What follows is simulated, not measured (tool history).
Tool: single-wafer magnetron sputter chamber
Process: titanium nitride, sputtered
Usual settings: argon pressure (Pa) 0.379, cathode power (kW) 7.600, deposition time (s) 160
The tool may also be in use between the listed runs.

| run | hour | argon pressure (Pa) | cathode power (kW) | deposition time (s) | read-back reference wafer on the same gauge, thickness_nm | mean film thickness on the monitor wafer (angstrom) |
|---|---|---|---|---|---|---|
| 1 | 0.0 | 0.379 | 8.200 | 160 | 244.914 | 2462.18 |
| 2 | 24.7 | 0.379 | 8.200 | 160 | 244.901 | 2445.17 |
| 3 | 77.3 | 0.379 | 8.200 | 160 | 244.998 | 2452.03 |
|  | 149.5 | sputter target and shields replaced |
| 4 | 150.0 | 0.379 | 7.600 | 160 | 245.061 | 2370.87 |
| 5 | 169.5 | 0.379 | 7.600 | 160 | 245.037 | 2369.35 |
| 6 | 197.5 | 0.379 | 7.600 | 160 | 245.024 | 2372.73 |
| 7 | 255.2 | 0.379 | 7.600 | 160 | 245.000 | 2373.89 |
| 8 | 290.7 | 0.379 | 7.600 | 160 | 245.012 | 2357.24 |
| 9 | 360.4 | 0.379 | 7.600 | 170 | 245.158 | 2507.40 |
| 10 | 426.7 | 0.379 | 7.600 | 170 | 245.076 | 2501.12 |
| 11 | 463.2 | 0.379 | 7.600 | 170 | 244.954 | 2499.41 |
| 12 | 520.4 | 0.379 | 7.600 | 160 | 244.891 | 2334.97 |
| 13 | 545.9 | 0.379 | 7.600 | 160 | 245.134 | 2345.98 |
| 14 | 580.9 | 0.379 | 7.600 | 160 | 244.961 | 2343.33 |
| 15 | 624.4 | 0.379 | 7.600 | 160 | 245.034 | 2329.92 |
| 16 | 650.2 | 0.379 | 7.600 | 153 | 245.123 | 2226.12 |
|  | 679.2 | sputter target and shields replaced |
| 17 | 815.3 | 0.379 | 7.600 | 132 | 245.037 | 1957.92 |
| 18 | 848.3 | 0.379 | 8.150 | 160 | 245.013 | 2460.15 |
| 19 | 892.3 | 0.379 | 8.500 | 160 | 244.872 | 2538.12 |
|  | 903.6 | magnet pack replaced |
|  | 923.8 | gauge calibrated |
|  | 930.0 | capacitance manometer re-zeroed and calibrated |
| 20 | 930.5 | 0.379 | 7.600 | 160 | 245.020 | 2342.04 |
| 21 | 994.4 | 0.440 | 6.250 | 128 | 245.043 | 1634.43 |
| 22 | 1039.7 | 0.287 | 6.750 | 160 | 244.956 | 2251.56 |
| 23 | 1093.7 | 0.330 | 8.650 | 160 | 245.032 | 2578.80 |
| 24 | 1138.5 | 0.526 | 5.750 | 134 | 245.009 | 1579.85 |
| 25 | 1180.7 | 0.508 | 7.600 | 160 | 244.869 | 2244.89 |
|  | 1222.9 | sputter target and shields replaced |
| 26 | 1243.0 | 0.446 | 8.350 | 160 | 245.035 | 2476.14 |
| 27 | 1301.5 | 0.379 | 7.600 | 160 | 245.053 | 2362.55 |
| 28 | 1367.6 | 0.379 | 8.200 | 160 | 244.920 | 2475.38 |

Forecast run 29:
| 29 | 1402.7 | 0.379 | 7.600 | 170 | ? | ? |

{"run 29": {"read-back reference wafer on the same gauge, thickness_nm": 244.998, "mean film thickness on the monitor wafer (angstrom)": 2508.56}}
Without the tool's hidden state the same run would have given mean film thickness on the monitor wafer (angstrom) 2528.20.

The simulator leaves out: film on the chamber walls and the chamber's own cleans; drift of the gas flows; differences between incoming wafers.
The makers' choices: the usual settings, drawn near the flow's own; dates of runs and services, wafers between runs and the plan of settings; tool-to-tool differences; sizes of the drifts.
